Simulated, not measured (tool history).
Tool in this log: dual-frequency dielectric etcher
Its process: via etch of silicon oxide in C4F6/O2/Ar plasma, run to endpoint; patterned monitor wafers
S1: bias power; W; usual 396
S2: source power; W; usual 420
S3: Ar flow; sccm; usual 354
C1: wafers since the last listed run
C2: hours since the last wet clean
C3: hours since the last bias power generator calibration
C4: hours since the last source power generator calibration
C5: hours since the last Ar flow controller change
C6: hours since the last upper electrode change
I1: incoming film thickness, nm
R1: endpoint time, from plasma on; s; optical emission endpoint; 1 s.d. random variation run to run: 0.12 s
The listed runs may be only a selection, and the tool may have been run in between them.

run 1 hour=0 | S1=396 S2=420 S3=322 | C1=0 C2=177.2 C3=2003.3 C4=3334 C5=778 C6=628 | I1=110.1 | R1=28.7
run 2 hour=85.1 | S1=460 S2=420 S3=320 | C1=888 C2=262.3 C3=2088.4 C4=3419.1 C5=863.1 C6=713.1 | I1=110.2 | R1=27.2
run 3 hour=192.2 | S1=460 S2=420 S3=320 | C1=1118 C2=369.4 C3=2195.5 C4=3526.2 C5=970.2 C6=820.2 | I1=107.8 | R1=27
run 4 hour=243.2 | S1=460 S2=420 S3=320 | C1=532 C2=420.4 C3=2246.5 C4=3577.2 C5=1021.2 C6=871.2 | I1=110.1 | R1=27.6
run 5 hour=298.3 | S1=396 S2=500 S3=354 | C1=575 C2=475.5 C3=2301.6 C4=3632.3 C5=1076.3 C6=926.3 | I1=109.1 | R1=27.3
-- hour=331.4 wet clean of the chamber
run 6 hour=386.4 | S1=396 S2=500 S3=354 | C1=669 C2=55 C3=2389.7 C4=3720.4 C5=1164.4 C6=1014.4 | I1=109.1 | R1=27.2
run 7 hour=437 | S1=396 S2=420 S3=354 | C1=528 C2=105.6 C3=2440.3 C4=3771 C5=1215 C6=1065 | I1=109.6 | R1=28.7
run 8 hour=510 | S1=367 S2=340 S3=354 | C1=762 C2=178.6 C3=2513.3 C4=3844 C5=1288 C6=1138 | I1=109.2 | R1=31.1
run 9 hour=580.9 | S1=396 S2=480 S3=354 | C1=740 C2=249.5 C3=2584.2 C4=3914.9 C5=1358.9 C6=1208.9 | I1=109.1 | R1=27.5
run 10 hour=665 | S1=396 S2=420 S3=354 | C1=878 C2=333.6 C3=2668.3 C4=3999 C5=1443 C6=1293 | I1=109.2 | R1=28.9
run 11 hour=701.9 | S1=396 S2=420 S3=354 | C1=385 C2=370.5 C3=2705.2 C4=4035.9 C5=1479.9 C6=1329.9 | I1=109.2 | R1=28.8
run 12 hour=795.9 | S1=396 S2=420 S3=354 | C1=981 C2=464.5 C3=2799.2 C4=4129.9 C5=1573.9 C6=1423.9 | I1=109.7 | R1=29.2
-- hour=882.9 wet clean of the chamber
run 13 hour=883.4 | S1=396 S2=420 S3=354 | C1=662 C2=0.5 C3=2886.7 C4=4217.4 C5=1661.4 C6=1511.4 | I1=109.8 | R1=28.5
run 14 hour=909.3 | S1=396 S2=420 S3=354 | C1=270 C2=26.4 C3=2912.6 C4=4243.3 C5=1687.3 C6=1537.3 | I1=109.2 | R1=28.2
-- hour=967.5 bias power generator calibrated
run 15 hour=975.9 | S1=396 S2=380 S3=284 | C1=653 C2=93 C3=8.4 C4=4309.9 C5=1753.9 C6=1603.9 | I1=109.1 | R1=28.8
run 16 hour=1074.1 | S1=396 S2=480 S3=396 | C1=1025 C2=191.2 C3=106.6 C4=4408.1 C5=1852.1 C6=1702.1 | I1=109.5 | R1=27.9
-- hour=1127.7 Ar flow controller replaced
run 17 hour=1131.2 | S1=396 S2=420 S3=329 | C1=533 C2=248.3 C3=163.7 C4=4465.2 C5=3.5 C6=1759.2 | I1=109.9 | R1=28.8
-- hour=1163.3 source power generator calibrated
-- hour=1233.1 upper electrode replaced, of another model than before
run 18 hour=1233.6 | S1=396 S2=460 S3=354 | C1=776 C2=350.7 C3=266.1 C4=70.3 C5=105.9 C6=0.5 | I1=107.8 | R1=28.2
run 19 hour=1275.1 | S1=396 S2=380 S3=292 | C1=433 C2=392.2 C3=307.6 C4=111.8 C5=147.4 C6=42 | I1=109.7 | R1=29
run 20 hour=1317.8 | S1=370 S2=450 S3=434 | C1=445 C2=434.9 C3=350.3 C4=154.5 C5=190.1 C6=84.7 | I1=108.3 | R1=29.1
-- hour=1364.8 wet clean of the chamber
run 21 hour=1418.9 | S1=396 S2=420 S3=354 | C1=804 C2=54.1 C3=451.4 C4=255.6 C5=291.2 C6=185.8 | I1=108.6 | R1=28.4
run 22 hour=1485.9 | S1=330 S2=420 S3=430 | C1=699 C2=121.1 C3=518.4 C4=322.6 C5=358.2 C6=252.8 | I1=108.9 | R1=30.1
run 23 hour=1588.2 | S1=329 S2=510 S3=398 | C1=1068 C2=223.4 C3=620.7 C4=424.9 C5=460.5 C6=355.1 | I1=109.4 | R1=29.5
run 24 hour=1694.1 | S1=396 S2=420 S3=354 | C1=1105 C2=329.3 C3=726.6 C4=530.8 C5=566.4 C6=461 | I1=108.6 | R1=28.7
run 25 hour=1765.7 | S1=396 S2=420 S3=425 | C1=747 C2=400.9 C3=798.2 C4=602.4 C5=638 C6=532.6 | I1=110.4 | R1=29.7
-- hour=1816.3 wet clean of the chamber
run 26 hour=1823.2 | S1=396 S2=420 S3=354 | C1=349 C2=6.9 C3=855.7 C4=659.9 C5=695.5 C6=590.1 | I1=110.1 | R1=28.6
run 27 hour=1885.1 | S1=355 S2=420 S3=354 | C1=646 C2=68.8 C3=917.6 C4=721.8 C5=757.4 C6=652 | I1=110.1 | R1=29.3
run 28 hour=1957.5 | S1=435 S2=480 S3=411 | C1=755 C2=141.2 C3=990 C4=794.2 C5=829.8 C6=724.4 | I1=109.5 | R1=27.6
run 29 hour=2043.4 | S1=368 S2=370 S3=418 | C1=896 C2=227.1 C3=1075.9 C4=880.1 C5=915.7 C6=810.3 | I1=109.6 | R1=30.1
run 30 hour=2278.4 | S1=396 S2=420 S3=354 | C1=2453 C2=462.1 C3=1310.9 C4=1115.1 C5=1150.7 C6=1045.3 | I1=108.9 | R1=29.1

3 options for the next run, each taken on its own from the tool as it stands now. Forecast them:
run A hour=2278.8 | S1=455 S2=420 S3=354 | C1=4 C2=462.5 C3=1311.3 C4=1115.5 C5=1151.1 C6=1045.7 | I1=109 | R1=?
run B hour=2278.8 | S1=357 S2=380 S3=354 | C1=4 C2=462.5 C3=1311.3 C4=1115.5 C5=1151.1 C6=1045.7 | I1=109 | R1=?
run C hour=2278.8 | S1=396 S2=420 S3=439 | C1=4 C2=462.5 C3=1311.3 C4=1115.5 C5=1151.1 C6=1045.7 | I1=109 | R1=?

run=A R1=27.8
run=B R1=29.9
run=C R1=29.2
Had the tool no hidden state, the same runs would have come out as:
run=A R1=27.2
run=B R1=29.3
run=C R1=28.6
